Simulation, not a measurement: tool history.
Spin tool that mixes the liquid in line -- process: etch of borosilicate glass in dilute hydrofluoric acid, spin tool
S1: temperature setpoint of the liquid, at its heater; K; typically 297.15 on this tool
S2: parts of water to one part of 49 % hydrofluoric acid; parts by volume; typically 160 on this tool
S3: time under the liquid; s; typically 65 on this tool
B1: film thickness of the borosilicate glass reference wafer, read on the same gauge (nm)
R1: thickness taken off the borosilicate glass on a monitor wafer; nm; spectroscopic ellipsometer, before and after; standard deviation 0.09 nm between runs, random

run,day,S1,S2,S3,B1,R1
1,0,301.15,160,95,140.02,18.12
2,0.783,301.15,160,95,140.02,18.31
3,1.408,301.15,160,95,140,18.18
4,2.354,297.15,160,65,140.02,10.72
5,3.058,297.15,160,65,139.98,10.68
6,4.371,297.15,160,65,140.02,10.61
7,5.75,297.15,160,65,139.98,10.82
8,6.358,297.15,160,65,140.05,10.59
9,7.825,297.15,160,65,140.02,10.61
# day 7.867: thermometer replaced
# day 8.229: gauge calibrated
10,8.533,297.15,160,65,139.98,11.64
11,9.508,297.15,160,65,140.03,11.5
# day 9.588: hydrofluoric acid flow meter replaced
12,10.746,297.15,160,65,140.01,11.52
13,11.8,297.15,220,65,140.01,7.83
14,12.483,297.15,160,65,139.99,11.47
15,13.804,297.15,160,65,139.99,11.38
16,14.592,297.15,190,65,140.02,9.34
17,15.242,297.15,160,30,140,5.31
18,16.679,299.65,90,100,139.96,37.41
19,17.85,300.15,160,65,140.01,12.75

For run 20, what comes out?
20,18.829,300.65,160,75,?,?

Run 20 produced B1 139.99, R1 15.05 nm.
Were there no unlogged condition in the tool, this run, its random variation unchanged, would have produced R1 15.57 nm.
